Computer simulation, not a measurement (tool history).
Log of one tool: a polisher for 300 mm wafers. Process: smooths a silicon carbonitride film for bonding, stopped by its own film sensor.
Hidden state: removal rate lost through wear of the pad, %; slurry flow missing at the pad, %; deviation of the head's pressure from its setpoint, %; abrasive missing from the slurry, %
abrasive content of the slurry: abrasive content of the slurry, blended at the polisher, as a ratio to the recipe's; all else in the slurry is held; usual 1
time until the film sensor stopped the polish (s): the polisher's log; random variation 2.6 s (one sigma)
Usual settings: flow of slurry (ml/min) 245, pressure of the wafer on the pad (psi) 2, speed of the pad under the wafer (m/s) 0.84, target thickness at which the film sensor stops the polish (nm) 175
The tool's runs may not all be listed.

| run | day | flow of slurry (ml/min) | pressure of the wafer on the pad (psi) | speed of the pad under the wafer (m/s) | abrasive content of the slurry | target thickness at which the film sensor stops the polish (nm) | wafers since the last listed run | wafers polished on this pad | hours since the slurry nozzle was cleaned | hours since the head pressure was calibrated | hours since the slurry blender was calibrated | incoming thickness of the incoming film, nm | time until the film sensor stopped the polish (s) |
|---|---|---|---|---|---|---|---|---|---|---|---|---|---|
| 1 | 0 | 245 | 2.3 | 0.84 | 1 | 175 | 0 | 1074 | 791.2 | 56.3 | 120.9 | 197.9 | 122.3 |
| 2 | 1.762 | 185 | 2 | 0.84 | 1 | 175 | 309 | 1384 | 833.5 | 98.6 | 163.2 | 201.6 | 165.5 |
|  | 4.075 | worn pad replaced by a new one |
| 3 | 4.175 | 185 | 2 | 0.84 | 1 | 175 | 394 | 17 | 891.4 | 156.5 | 221.1 | 200.5 | 163.6 |
|  | 5.971 | slurry nozzle cleaned |
| 4 | 6.617 | 185 | 2 | 0.84 | 1 | 175 | 421 | 438 | 15.5 | 215.1 | 279.7 | 197.2 | 142.9 |
| 5 | 8.938 | 245 | 1.4 | 0.84 | 1 | 175 | 407 | 845 | 71.2 | 270.8 | 335.4 | 199.6 | 230.8 |
|  | 9.371 | slurry blender recalibrated |
| 6 | 10.246 | 245 | 1.4 | 0.84 | 1 | 175 | 214 | 1060 | 102.6 | 302.2 | 21 | 198.5 | 213.7 |
| 7 | 13.046 | 245 | 2 | 0.84 | 1 | 175 | 491 | 1552 | 169.8 | 369.4 | 88.2 | 198.7 | 151.4 |
|  | 14.546 | worn pad replaced by a new one |
| 8 | 15.592 | 200 | 2 | 0.84 | 1 | 175 | 417 | 183 | 230.9 | 430.5 | 149.3 | 197.4 | 141.5 |
| 9 | 17.883 | 200 | 2 | 0.84 | 1 | 175 | 402 | 585 | 285.9 | 485.5 | 204.3 | 195.8 | 135.5 |
| 10 | 20.183 | 245 | 2 | 0.6 | 1 | 175 | 403 | 989 | 341.1 | 540.7 | 259.5 | 197.6 | 182.7 |
| 11 | 22.717 | 245 | 2 | 0.84 | 1 | 175 | 444 | 1433 | 401.9 | 601.5 | 320.3 | 199.1 | 162.9 |
| 12 | 24.904 | 245 | 2 | 0.84 | 1 | 175 | 383 | 1817 | 454.4 | 654 | 372.8 | 197.1 | 149.8 |
|  | 26.154 | slurry blender recalibrated |
|  | 26.271 | worn pad replaced by a new one |
| 13 | 27.95 | 245 | 2.6 | 0.6 | 1.25 | 181 | 499 | 294 | 527.5 | 727.1 | 43.1 | 199.1 | 101.8 |
| 14 | 29.958 | 245 | 2.4 | 0.98 | 1 | 166 | 352 | 646 | 575.7 | 775.3 | 91.3 | 201.3 | 170.5 |
| 15 | 31.058 | 225 | 2 | 0.84 | 1 | 183 | 193 | 839 | 602.1 | 801.7 | 117.7 | 199.7 | 105 |
| 16 | 33.729 | 245 | 1.8 | 0.84 | 1 | 175 | 468 | 1308 | 666.2 | 865.8 | 181.8 | 198.7 | 172.4 |
| 17 | 36.071 | 245 | 2 | 0.84 | 1.15 | 175 | 410 | 1719 | 722.4 | 922 | 238 | 197.3 | 131.8 |
|  | 37.042 | worn pad replaced by a new one |
| 18 | 37.517 | 180 | 2 | 0.84 | 1.3 | 170 | 224 | 83 | 757.1 | 956.7 | 272.7 | 200.6 | 177.7 |
|  | 41.412 | head pressure recalibrated |
| 19 | 42.396 | 245 | 2 | 0.84 | 1 | 175 | 841 | 924 | 874.2 | 23.6 | 389.8 | 200.5 | 159.9 |
|  | 42.571 | slurry blender recalibrated |
|  | 42.708 | slurry nozzle cleaned |
| 20 | 44.529 | 165 | 2 | 0.84 | 1 | 171 | 352 | 1277 | 43.7 | 74.8 | 47 | 200 | 188.6 |
| 21 | 45.858 | 245 | 2 | 0.84 | 1 | 175 | 233 | 1510 | 75.6 | 106.7 | 78.9 | 200.9 | 161.3 |
| 22 | 47.896 | 245 | 2 | 0.84 | 1 | 175 | 357 | 1868 | 124.5 | 155.6 | 127.8 | 195.6 | 131.6 |
|  | 48.808 | worn pad replaced by a new one |
| 23 | 50.083 | 245 | 2 | 0.84 | 1 | 175 | 354 | 224 | 177 | 208.1 | 180.3 | 199.8 | 156.4 |
| 24 | 51.458 | 310 | 2.4 | 0.74 | 1 | 175 | 241 | 465 | 210 | 241.1 | 213.3 | 202.6 | 152.7 |
| 25 | 56.933 | 165 | 2 | 0.84 | 1 | 171 | 960 | 1426 | 341.4 | 372.5 | 344.7 | 201.1 | 201 |

The tool's hidden state at each run:
removal rate lost through wear of the pad, %: 0 in every run
slurry flow missing at the pad, %: 0 in every run
abrasive missing from the slurry, %: 0 in every run
H1: deviation of the head's pressure from its setpoint, %
| run | H1 |
|---|---|
| 1 | -0.548 |
| 2 | -1.29 |
| 3 | -2.16 |
| 4 | -2.91 |
| 5 | -3.5 |
| 6 | -3.79 |
| 7 | -4.33 |
| 8 | -4.73 |
| 9 | -5.03 |
| 10 | -5.29 |
| 11 | -5.53 |
| 12 | -5.7 |
| 13 | -5.9 |
| 14 | -6.01 |
| 15 | -6.06 |
| 16 | -6.18 |
| 17 | -6.26 |
| 18 | -6.3 |
| 19 | -0.226 |
| 20 | -1.21 |
| 21 | -1.74 |
| 22 | -2.47 |
| 23 | -3.15 |
| 24 | -3.52 |
| 25 | -4.67 |

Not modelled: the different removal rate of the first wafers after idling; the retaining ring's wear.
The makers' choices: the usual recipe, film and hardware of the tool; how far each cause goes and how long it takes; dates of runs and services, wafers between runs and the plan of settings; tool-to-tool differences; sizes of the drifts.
